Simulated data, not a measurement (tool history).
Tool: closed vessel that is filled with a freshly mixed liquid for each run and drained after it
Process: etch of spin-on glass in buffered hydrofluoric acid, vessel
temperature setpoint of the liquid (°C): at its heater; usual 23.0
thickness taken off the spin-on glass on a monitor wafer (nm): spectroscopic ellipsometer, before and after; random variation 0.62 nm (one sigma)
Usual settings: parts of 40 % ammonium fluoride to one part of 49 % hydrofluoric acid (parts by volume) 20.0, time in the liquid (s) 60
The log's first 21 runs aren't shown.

run    hour  temperature setpoint of the liquid (°C)  parts of 40 % ammonium fluoride to one part of 49 % hydrofluoric acid (parts by volume)  time in the liquid (s)  read-back film thickness of the spin-on glass reference wafer, read on the same gauge (nm)  thickness taken off the spin-on glass on a monitor wafer (nm)
 22  1577.0                                     23.0                                                                                     24.0                      45                                                                                       60.01                                                          58.82
     1617.7  -- thermometer replaced
 23  1649.1                                     18.5                                                                                     20.0                      60                                                                                       59.98                                                          68.47
 24  1725.7                                     25.5                                                                                     20.0                      30                                                                                       60.02                                                          49.84
 25  1832.5                                     23.0                                                                                     20.0                      60                                                                                       59.98                                                          87.09
 26  1881.0                                     23.0                                                                                     20.0                      90                                                                                       60.00                                                         130.42
 27  1973.8                                     23.0                                                                                     22.5                      60                                                                                       60.00                                                          80.37
 28  2048.4                                     23.0                                                                                     20.0                      60                                                                                       60.03                                                          85.88
 29  2196.7                                     25.0                                                                                     15.0                      70                                                                                       60.03                                                         147.15

Run 30 comes next. What will it give?
     2252.7  -- gauge calibrated
 30  2258.0                                     23.0                                                                                     20.0                      35                                                                                           ?                                                              ?

{"run 30": {"read-back film thickness of the spin-on glass reference wafer, read on the same gauge (nm)": 59.98, "thickness taken off the spin-on glass on a monitor wafer (nm)": 49.85}}
Without the tool's hidden state the same run would have given thickness taken off the spin-on glass on a monitor wafer (nm) 51.72.

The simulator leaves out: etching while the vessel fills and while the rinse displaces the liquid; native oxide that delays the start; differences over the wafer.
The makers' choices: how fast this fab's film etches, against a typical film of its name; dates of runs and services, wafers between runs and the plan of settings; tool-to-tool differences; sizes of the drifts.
